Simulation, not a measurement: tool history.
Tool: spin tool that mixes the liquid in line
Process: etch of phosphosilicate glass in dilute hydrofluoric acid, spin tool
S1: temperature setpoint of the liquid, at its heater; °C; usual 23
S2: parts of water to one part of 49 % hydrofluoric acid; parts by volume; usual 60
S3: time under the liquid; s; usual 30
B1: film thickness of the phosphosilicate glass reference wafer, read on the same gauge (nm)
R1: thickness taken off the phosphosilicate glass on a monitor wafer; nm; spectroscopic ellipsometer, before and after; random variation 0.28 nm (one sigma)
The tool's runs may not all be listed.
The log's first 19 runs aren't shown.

-- hour=458.2 gauge calibrated
run 20 hour=473.9 | S1=26 S2=70 S3=30 | B1=30 | R1=28.18
run 21 hour=498.2 | S1=23 S2=60 S3=30 | B1=29.98 | R1=28.84
run 22 hour=522.7 | S1=18 S2=60 S3=30 | B1=30.01 | R1=23.22
run 23 hour=534.8 | S1=23 S2=75 S3=20 | B1=29.99 | R1=15.29
run 24 hour=552.8 | S1=25.5 S2=70 S3=20 | B1=29.99 | R1=18.05
run 25 hour=582.5 | S1=27 S2=60 S3=30 | B1=30.01 | R1=34.06
run 26 hour=596.8 | S1=20.5 S2=45 S3=40 | B1=30.02 | R1=46.72
run 27 hour=618.7 | S1=23 S2=60 S3=35 | B1=30.02 | R1=33.77
run 28 hour=646.2 | S1=21 S2=30 S3=40 | B1=29.98 | R1=73.78
run 29 hour=664.4 | S1=23 S2=60 S3=45 | B1=29.98 | R1=43.4
run 30 hour=685.1 | S1=23 S2=60 S3=30 | B1=29.97 | R1=28.97
run 31 hour=715.8 | S1=23 S2=60 S3=30 | B1=30 | R1=28.85
run 32 hour=742.2 | S1=19.5 S2=60 S3=30 | B1=30.02 | R1=24.84

5 ways to go on from here, each from the tool as it stands after run 32. What would each give?
run A hour=742.6 | S1=23 S2=70 S3=30 | B1=? | R1=?
run B hour=742.6 | S1=23 S2=80 S3=15 | B1=? | R1=?
run C hour=742.6 | S1=20.5 S2=60 S3=30 | B1=? | R1=?
run D hour=742.6 | S1=19.5 S2=70 S3=30 | B1=? | R1=?
run E hour=742.6 | S1=23 S2=70 S3=50 | B1=? | R1=?

run=A B1=30.02 R1=24.53
run=B B1=30.02 R1=10.6
run=C B1=30.02 R1=26.14
run=D B1=30.02 R1=21.23
run=E B1=30.02 R1=40.89
Without the tool's hidden state the same runs would have given:
run=A R1=25.49
run=B R1=11.01
run=C R1=27.14
run=D R1=22.05
run=E R1=42.48

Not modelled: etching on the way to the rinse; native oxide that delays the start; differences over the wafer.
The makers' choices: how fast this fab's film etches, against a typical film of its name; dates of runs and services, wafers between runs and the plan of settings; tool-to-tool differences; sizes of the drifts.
